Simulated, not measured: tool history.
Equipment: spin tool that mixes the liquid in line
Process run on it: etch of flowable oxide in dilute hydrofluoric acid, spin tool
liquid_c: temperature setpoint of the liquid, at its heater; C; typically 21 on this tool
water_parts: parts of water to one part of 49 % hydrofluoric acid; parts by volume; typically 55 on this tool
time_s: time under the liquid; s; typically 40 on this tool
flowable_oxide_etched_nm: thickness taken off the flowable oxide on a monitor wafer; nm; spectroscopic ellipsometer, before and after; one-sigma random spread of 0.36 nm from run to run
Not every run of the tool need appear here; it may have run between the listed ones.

run	hour	liquid_c	water_parts	time_s	read-back film thickness of the flowable oxide reference wafer, read on the same gauge (nm)	flowable_oxide_etched_nm
1	0	21	55	40	49.95	42.98
2	99.6	21	55	40	49.98	42.58
3	197.3	21	55	40	49.99	43.11
4	268.9	21	55	40	50.02	42.72
5	367.2	18	55	50	49.99	46.33
6	443.5	18	55	50	49.97	46.01
7	529.7	18	55	50	50.01	46.11
8	619.6	21	55	40	50.02	42.06
9	659.1	21	80	55	49.97	38.3
# hour 732.3: thermometer replaced
# hour 751.1: gauge calibrated
10	757.1	21	55	15	49.97	17.39
# hour 1011.8: hydrofluoric acid flow meter replaced
11	1054.9	21	55	40	49.98	46.23
12	1152.8	18	55	30	50.02	29.97
13	1233	21	55	40	49.98	45.72
14	1311.5	21	55	35	50.01	39.81
15	1385.7	21	55	40	50.02	45.43
16	1453.6	17	30	50	50.01	90.15

Alternative continuations, all from the tool just after run 16; predict every row:
A	1454	21	55	40	?	?
B	1454	17	35	60	?	?
C	1454	19.5	75	50	?	?
D	1454	24	35	20	?	?
E	1454	23.5	70	20	?	?

run	read-back film thickness of the flowable oxide reference wafer, read on the same gauge (nm)	flowable_oxide_etched_nm
A	49.97	45.02
B	49.97	91.35
C	49.97	37.84
D	49.97	41.15
E	49.97	19.26
Stripped of hidden state, with their random variation kept, the same runs would have yielded:
run	flowable_oxide_etched_nm
A	46.4
B	94.3
C	39.01
D	42.41
E	19.84

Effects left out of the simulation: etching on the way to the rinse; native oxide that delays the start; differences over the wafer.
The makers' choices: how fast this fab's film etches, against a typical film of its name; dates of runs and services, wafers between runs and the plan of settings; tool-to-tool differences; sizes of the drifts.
